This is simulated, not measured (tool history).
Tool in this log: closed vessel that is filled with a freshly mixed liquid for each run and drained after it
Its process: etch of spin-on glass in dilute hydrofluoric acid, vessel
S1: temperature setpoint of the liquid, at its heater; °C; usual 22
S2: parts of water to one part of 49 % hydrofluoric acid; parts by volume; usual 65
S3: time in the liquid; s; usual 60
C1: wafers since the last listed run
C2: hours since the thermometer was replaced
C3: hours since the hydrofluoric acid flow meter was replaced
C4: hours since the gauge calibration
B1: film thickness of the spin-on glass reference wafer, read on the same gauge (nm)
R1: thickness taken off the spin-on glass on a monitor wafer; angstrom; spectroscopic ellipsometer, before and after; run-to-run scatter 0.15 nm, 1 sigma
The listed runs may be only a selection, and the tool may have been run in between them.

run     day    S1  S2  S3     C1      C2     C3      C4     B1      R1
  1       0    22  65  35      0   572.2  290.1  1021.2  60.01   232.6
  2     0.9    22  80  60   2769   593.8  311.7  1042.8     60     318
  3   2.267    22  65  60   4205   626.6  344.5  1075.6     60   398.2
  4   3.246    22  65  60   3013   650.1    368  1099.1  60.02     399
      4.167  -- gauge calibrated
      5.946  -- hydrofluoric acid flow meter replaced
  5   6.317    22  65  60   9322   723.8    8.9    51.6  60.01   393.8
  6   7.642    22  65  60   4077   755.6   40.7    83.4  60.01     394
  7   8.562    22  45  60   2833   777.7   62.8   105.5  60.01   579.9
  8   9.912    22  45  60   4154   810.1   95.2   137.9  59.98   586.4
  9  10.696    22  65  60   2410   828.9    114   156.7     60   394.4
 10  12.033    18  65  80   4116     861  146.1   188.8     60   446.3
 11  13.338  17.5  55  80   4013   892.3  177.4   220.1     60   519.5
 12  14.329    18  80  40   3051   916.1  201.2   243.9  59.99   178.7
 13  15.358    22  40  60   3167   940.8  225.9   268.6  59.99   664.2
 14    15.9    25  35  95   1666   953.8  238.9   281.6  59.98  1376.8
 15  16.779    22  65  35   2705   974.9    260   302.7  59.99   230.9
 16  17.458    22  65  60   2090   991.2  276.3     319  59.99   398.3
 17  18.904  19.5  65  60   4449  1025.9    311   353.7     60   359.8
 18  19.683    19  65  60   2397  1044.6  329.7   372.4     60   349.2
 19  20.608    22  85  85   2846  1066.8  351.9   394.6  59.98   422.6
 20  21.838    22  65  60   3782  1096.3  381.4   424.1     60   397.1
 21  22.408    24  80  35   1756    1110  395.1   437.8  60.01   201.6
     22.633  -- thermometer replaced
 22    23.1    22  75  60   2000    11.2  411.7   454.4     60   341.8
 23  24.317  18.5  85  95   3744    40.4  440.9   483.6     60   413.1
     28.067  -- hydrofluoric acid flow meter replaced
 24  28.242    22  65  60  11950   134.6    4.2   577.8  59.98   396.8
 25  29.646    19  55  90   4321   168.3   37.9   611.5  59.99   619.7
 26  30.412    18  80  40   2359   186.7   56.3   629.9  59.99   176.3
 27  30.971    22  65  80   1718   200.1   69.7   643.3     60   527.5
 28  31.683    22  65  60   2192   217.2   86.8   660.4     60   394.1
 29   32.35    26  90  50   2051   233.2  102.8   676.4     60     271
 30  33.438  24.5  65  60   3346   259.3  128.9   702.5     60   436.7
 31  34.838    22  65  60   4308   292.9  162.5   736.1  60.01   395.7
 32  36.271    22  65  60   4411   327.3  196.9   770.5     60   397.8
 33  37.479  24.5  35  70   3718   356.3  225.9   799.5     60     998

For each run, the measured value with the value that run would have given without the tool's hidden condition subtracted. The run-to-run variation is shared by both, the gauge scatter possibly not:
The tool's hidden condition here consists of: liquid hotter than its thermometer reads (K); hydrofluoric acid flow above the setpoint (%); gauge reads high (%).
run     R1
  1   +3.2
  2   +4.8
  3   +6.4
  4   +6.9
  5   +0.9
  6   +1.5
  7   +2.7
  8   +3.7
  9   +2.9
 10   +3.9
 11   +5.2
 12     +2
 13     +8
 14  +17.3
 15   +3.2
 16   +5.8
 17   +5.8
 18   +5.9
 19   +7.9
 20   +7.8
 21   +4.2
 22   +7.2
 23   +9.3
 24   +1.5
 25   +3.2
 26   +1.1
 27   +3.6
 28     +3
 29   +2.4
 30   +4.3
 31   +4.4
 32     +5
 33  +13.5
